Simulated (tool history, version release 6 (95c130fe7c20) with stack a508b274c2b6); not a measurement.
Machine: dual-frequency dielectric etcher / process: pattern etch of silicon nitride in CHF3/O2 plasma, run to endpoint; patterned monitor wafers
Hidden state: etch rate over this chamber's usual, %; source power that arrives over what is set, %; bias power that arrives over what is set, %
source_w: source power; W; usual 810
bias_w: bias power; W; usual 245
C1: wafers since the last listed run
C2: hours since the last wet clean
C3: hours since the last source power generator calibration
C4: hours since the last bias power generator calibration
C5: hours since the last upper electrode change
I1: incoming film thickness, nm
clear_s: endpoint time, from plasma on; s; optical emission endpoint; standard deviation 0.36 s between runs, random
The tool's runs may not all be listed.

{"run": 1, "day": 0.0, "source_w": 810, "bias_w": 245, "C1": 0, "C2": 296.4, "C3": 2676.3, "C4": 3349.5, "C5": 4564.9, "I1": 89.3, "clear_s": 52.6}
{"run": 2, "day": 0.583, "source_w": 810, "bias_w": 245, "C1": 185, "C2": 310.4, "C3": 2690.3, "C4": 3363.5, "C5": 4578.9, "I1": 89.1, "clear_s": 52.6}
{"run": 3, "day": 1.488, "source_w": 810, "bias_w": 245, "C1": 287, "C2": 332.1, "C3": 2712, "C4": 3385.2, "C5": 4600.6, "I1": 89.7, "clear_s": 53.5}
{"run": 4, "day": 2.154, "source_w": 810, "bias_w": 232, "C1": 211, "C2": 348.1, "C3": 2728, "C4": 3401.2, "C5": 4616.6, "I1": 89.5, "clear_s": 53.9}
{"run": 5, "day": 3.312, "source_w": 810, "bias_w": 232, "C1": 367, "C2": 375.9, "C3": 2755.8, "C4": 3429, "C5": 4644.4, "I1": 89.7, "clear_s": 54.8}
{"run": 6, "day": 3.904, "source_w": 810, "bias_w": 245, "C1": 187, "C2": 390.1, "C3": 2770, "C4": 3443.2, "C5": 4658.6, "I1": 89.7, "clear_s": 53.2}
{"run": 7, "day": 4.542, "source_w": 810, "bias_w": 245, "C1": 202, "C2": 405.4, "C3": 2785.3, "C4": 3458.5, "C5": 4673.9, "I1": 89.9, "clear_s": 54.1}
{"day": 5.108, "done": "bias power generator calibrated"}
{"run": 8, "day": 5.954, "source_w": 940, "bias_w": 205, "C1": 395, "C2": 439.3, "C3": 2819.2, "C4": 20.3, "C5": 4707.8, "I1": 89, "clear_s": 55.7}
{"day": 7.042, "done": "source power generator calibrated"}
{"day": 7.112, "done": "upper electrode replaced"}
{"run": 9, "day": 7.371, "source_w": 930, "bias_w": 189, "C1": 374, "C2": 473.3, "C3": 7.9, "C4": 54.3, "C5": 6.2, "I1": 89.8, "clear_s": 59.3}
{"day": 9.246, "done": "wet clean of the chamber"}
{"run": 10, "day": 9.383, "source_w": 810, "bias_w": 245, "C1": 321, "C2": 3.3, "C3": 56.2, "C4": 102.6, "C5": 54.5, "I1": 89.4, "clear_s": 50.9}
{"run": 11, "day": 10.104, "source_w": 870, "bias_w": 210, "C1": 228, "C2": 20.6, "C3": 73.5, "C4": 119.9, "C5": 71.8, "I1": 89, "clear_s": 54}
{"run": 12, "day": 12.846, "source_w": 980, "bias_w": 273, "C1": 870, "C2": 86.4, "C3": 139.3, "C4": 185.7, "C5": 137.6, "I1": 89.9, "clear_s": 46.9}
{"run": 13, "day": 13.475, "source_w": 810, "bias_w": 245, "C1": 199, "C2": 101.5, "C3": 154.4, "C4": 200.8, "C5": 152.7, "I1": 89.6, "clear_s": 52.1}
{"run": 14, "day": 14.896, "source_w": 640, "bias_w": 266, "C1": 451, "C2": 135.6, "C3": 188.5, "C4": 234.9, "C5": 186.8, "I1": 88.5, "clear_s": 51}
{"run": 15, "day": 16.246, "source_w": 950, "bias_w": 215, "C1": 428, "C2": 168, "C3": 220.9, "C4": 267.3, "C5": 219.2, "I1": 90.2, "clear_s": 53.3}

5 ways to go on from here, each from the tool as it stands after run 15. What would each give?
{"run": "A", "day": 16.262, "source_w": 810, "bias_w": 245, "C1": 5, "C2": 168.4, "C3": 221.3, "C4": 267.7, "C5": 219.6, "I1": 89.8, "clear_s": "?"}
{"run": "B", "day": 16.262, "source_w": 720, "bias_w": 218, "C1": 5, "C2": 168.4, "C3": 221.3, "C4": 267.7, "C5": 219.6, "I1": 89.8, "clear_s": "?"}
{"run": "C", "day": 16.262, "source_w": 810, "bias_w": 261, "C1": 5, "C2": 168.4, "C3": 221.3, "C4": 267.7, "C5": 219.6, "I1": 89.8, "clear_s": "?"}
{"run": "D", "day": 16.262, "source_w": 990, "bias_w": 281, "C1": 5, "C2": 168.4, "C3": 221.3, "C4": 267.7, "C5": 219.6, "I1": 89.8, "clear_s": "?"}
{"run": "E", "day": 16.262, "source_w": 750, "bias_w": 245, "C1": 5, "C2": 168.4, "C3": 221.3, "C4": 267.7, "C5": 219.6, "I1": 89.8, "clear_s": "?"}

run=A clear_s=52.4
run=B clear_s=56.7
run=C clear_s=50.9
run=D clear_s=47.3
run=E clear_s=53.2
With the hidden condition removed and each run's random variation left untouched, the same runs would have given:
run=A clear_s=51.6
run=B clear_s=55.7
run=C clear_s=50
run=D clear_s=46.5
run=E clear_s=52.3
